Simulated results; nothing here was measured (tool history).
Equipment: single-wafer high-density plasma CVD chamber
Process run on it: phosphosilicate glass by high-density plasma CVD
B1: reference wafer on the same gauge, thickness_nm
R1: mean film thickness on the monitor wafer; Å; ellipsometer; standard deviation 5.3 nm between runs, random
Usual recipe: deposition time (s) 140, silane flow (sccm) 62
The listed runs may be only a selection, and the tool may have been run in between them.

run 1 hour=0.0 | deposition_time_(s)=122 silane_flow_(sccm)=55 | B1=951.771 | R1=7084.84
run 2 hour=15.6 | deposition_time_(s)=124 silane_flow_(sccm)=62 | B1=951.151 | R1=7969.48
run 3 hour=43.5 | deposition_time_(s)=124 silane_flow_(sccm)=62 | B1=951.151 | R1=8022.54
run 4 hour=66.7 | deposition_time_(s)=140 silane_flow_(sccm)=62 | B1=950.459 | R1=9046.44
run 5 hour=79.5 | deposition_time_(s)=140 silane_flow_(sccm)=62 | B1=950.611 | R1=9182.85
run 6 hour=102.2 | deposition_time_(s)=140 silane_flow_(sccm)=62 | B1=951.507 | R1=9121.04
run 7 hour=133.3 | deposition_time_(s)=140 silane_flow_(sccm)=62 | B1=951.066 | R1=9044.91
run 8 hour=149.5 | deposition_time_(s)=140 silane_flow_(sccm)=62 | B1=951.087 | R1=9033.67
run 9 hour=167.8 | deposition_time_(s)=140 silane_flow_(sccm)=67 | B1=950.550 | R1=9785.98
run 10 hour=196.9 | deposition_time_(s)=140 silane_flow_(sccm)=67 | B1=951.185 | R1=9776.66
run 11 hour=230.5 | deposition_time_(s)=140 silane_flow_(sccm)=67 | B1=952.121 | R1=9822.79
run 12 hour=248.1 | deposition_time_(s)=157 silane_flow_(sccm)=62 | B1=951.284 | R1=10131.50
run 13 hour=276.5 | deposition_time_(s)=157 silane_flow_(sccm)=62 | B1=950.336 | R1=10095.63
run 14 hour=296.1 | deposition_time_(s)=157 silane_flow_(sccm)=62 | B1=950.766 | R1=10164.53
run 15 hour=312.1 | deposition_time_(s)=140 silane_flow_(sccm)=62 | B1=951.220 | R1=9082.29
run 16 hour=331.1 | deposition_time_(s)=140 silane_flow_(sccm)=62 | B1=950.352 | R1=9143.94
run 17 hour=357.6 | deposition_time_(s)=140 silane_flow_(sccm)=62 | B1=950.606 | R1=9011.53
run 18 hour=373.7 | deposition_time_(s)=165 silane_flow_(sccm)=65 | B1=950.737 | R1=11196.34
run 19 hour=389.5 | deposition_time_(s)=140 silane_flow_(sccm)=62 | B1=952.118 | R1=9060.37
run 20 hour=413.6 | deposition_time_(s)=128 silane_flow_(sccm)=74 | B1=951.668 | R1=9800.86
run 21 hour=446.9 | deposition_time_(s)=164 silane_flow_(sccm)=62 | B1=950.299 | R1=10487.82
run 22 hour=465.3 | deposition_time_(s)=140 silane_flow_(sccm)=62 | B1=950.590 | R1=9086.01
run 23 hour=493.2 | deposition_time_(s)=140 silane_flow_(sccm)=62 | B1=950.615 | R1=9146.49
run 24 hour=511.8 | deposition_time_(s)=125 silane_flow_(sccm)=51 | B1=950.470 | R1=6681.18
run 25 hour=527.3 | deposition_time_(s)=124 silane_flow_(sccm)=66 | B1=951.070 | R1=8527.79
run 26 hour=544.4 | deposition_time_(s)=140 silane_flow_(sccm)=72 | B1=952.057 | R1=10380.36
-- hour=555.6 gauge calibrated
run 27 hour=570.5 | deposition_time_(s)=140 silane_flow_(sccm)=62 | B1=951.319 | R1=9004.48
run 28 hour=599.4 | deposition_time_(s)=115 silane_flow_(sccm)=62 | B1=950.646 | R1=7483.87
-- hour=617.9 silane flow controller replaced
run 29 hour=618.2 | deposition_time_(s)=129 silane_flow_(sccm)=73 | B1=952.320 | R1=9631.19
run 30 hour=649.5 | deposition_time_(s)=140 silane_flow_(sccm)=62 | B1=951.541 | R1=9106.31
run 31 hour=672.3 | deposition_time_(s)=140 silane_flow_(sccm)=62 | B1=951.601 | R1=9027.98
run 32 hour=708.1 | deposition_time_(s)=140 silane_flow_(sccm)=62 | B1=951.256 | R1=9140.97
run 33 hour=727.4 | deposition_time_(s)=153 silane_flow_(sccm)=57 | B1=950.581 | R1=9166.86
run 34 hour=759.5 | deposition_time_(s)=127 silane_flow_(sccm)=62 | B1=951.644 | R1=8225.52
run 35 hour=780.3 | deposition_time_(s)=113 silane_flow_(sccm)=72 | B1=951.324 | R1=8462.91

What if the next run were any one of these 5? Each begins from the tool's condition after run 35:
run A hour=780.7 | deposition_time_(s)=140 silane_flow_(sccm)=62 | B1=? | R1=?
run B hour=780.7 | deposition_time_(s)=140 silane_flow_(sccm)=58 | B1=? | R1=?
run C hour=780.7 | deposition_time_(s)=128 silane_flow_(sccm)=50 | B1=? | R1=?
run D hour=780.7 | deposition_time_(s)=119 silane_flow_(sccm)=66 | B1=? | R1=?
run E hour=780.7 | deposition_time_(s)=140 silane_flow_(sccm)=50 | B1=? | R1=?

run=A B1=949.279 R1=9098.57
run=B B1=949.279 R1=8554.66
run=C B1=949.279 R1=6826.83
run=D B1=949.279 R1=8196.10
run=E B1=949.279 R1=7466.85
With no hidden state in the tool, these same runs would have given:
run=A R1=9098.57
run=B R1=8554.66
run=C R1=6826.83
run=D R1=8196.10
run=E R1=7466.85
